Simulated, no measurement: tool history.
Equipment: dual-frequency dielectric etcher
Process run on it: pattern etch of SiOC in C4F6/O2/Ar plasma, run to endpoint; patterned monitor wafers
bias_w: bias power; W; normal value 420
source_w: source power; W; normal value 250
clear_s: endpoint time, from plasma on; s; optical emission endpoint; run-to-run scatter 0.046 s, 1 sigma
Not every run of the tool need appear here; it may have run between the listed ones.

run,hour,bias_w,source_w,"incoming incoming film thickness, nm",clear_s
1,0,420,250,29.76,12.1
2,40.8,420,250,29.97,12.1
3,147.1,420,250,29.16,11.8
4,212,462,250,29.63,11.5
5,304,462,250,29.94,11.7
6,371.2,420,280,29.47,11.4
7,424.1,397,250,29.48,12.2
8,526.8,397,250,29.88,12.4
9,565,397,250,29.75,12.2
10,606.5,339,250,29.69,13.3
11,651.6,339,250,29.77,13.2
12,694.3,341,250,29.66,13.2
13,759.2,341,250,29.69,13.2
14,844.7,420,250,29.87,12.1
15,924.1,420,300,29.68,11.3
16,1013,523,230,29.61,11.2
17,1117,500,230,29.76,11.5
18,1179.6,420,250,29.46,11.9
19,1232.2,420,220,29.98,12.6
20,1272,420,210,29.48,12.6
21,1371.7,449,220,29.76,12.1
22,1448.4,471,280,29.77,11
23,1505.4,341,200,29.82,14.3
24,1617,394,270,29.42,11.9
25,1689.6,455,210,29.81,12.3
26,1779.9,375,290,29.65,11.9
27,1853,469,280,29.67,11.2
28,1918.6,503,230,29.83,11.6
29,1975.5,397,250,29.73,12.5
30,2023.2,420,250,29.57,12.2
31,2113.9,397,250,29.61,12.4
32,2220.5,420,250,29.73,12.2
33,2326.8,458,280,29.67,11.2
34,2345.5,341,290,30.11,12.7
35,2450,420,250,29.68,12.2

Not shown: 7 entries that the log had between the listed runs. Between which runs, and how does the tool's hidden state differ before and after?
After run 4, before run 5: wet clean of the chamber (hour 243.4)
  source power that arrives over what is set, %: 3.01 -> 3.16
After run 14, before run 15: wet clean of the chamber (hour 912.3)
  source power that arrives over what is set, %: 4.02 -> 4.15
After run 23, before run 24: wet clean of the chamber (hour 1616.5)
  source power that arrives over what is set, %: 5.08 -> 5.26
After run 24, before run 25: bias power generator calibrated (hour 1677.2)
  source power that arrives over what is set, %: 5.26 -> 5.38
After run 25, before run 26: upper electrode replaced (hour 1779.4)
  source power that arrives over what is set, %: 5.38 -> 5.52
After run 26, before run 27: source power generator calibrated (hour 1819)
  source power that arrives over what is set, %: 5.52 -> 0.327
After run 32, before run 33: wet clean of the chamber (hour 2326.3)
  source power that arrives over what is set, %: 0.916 -> 1.09
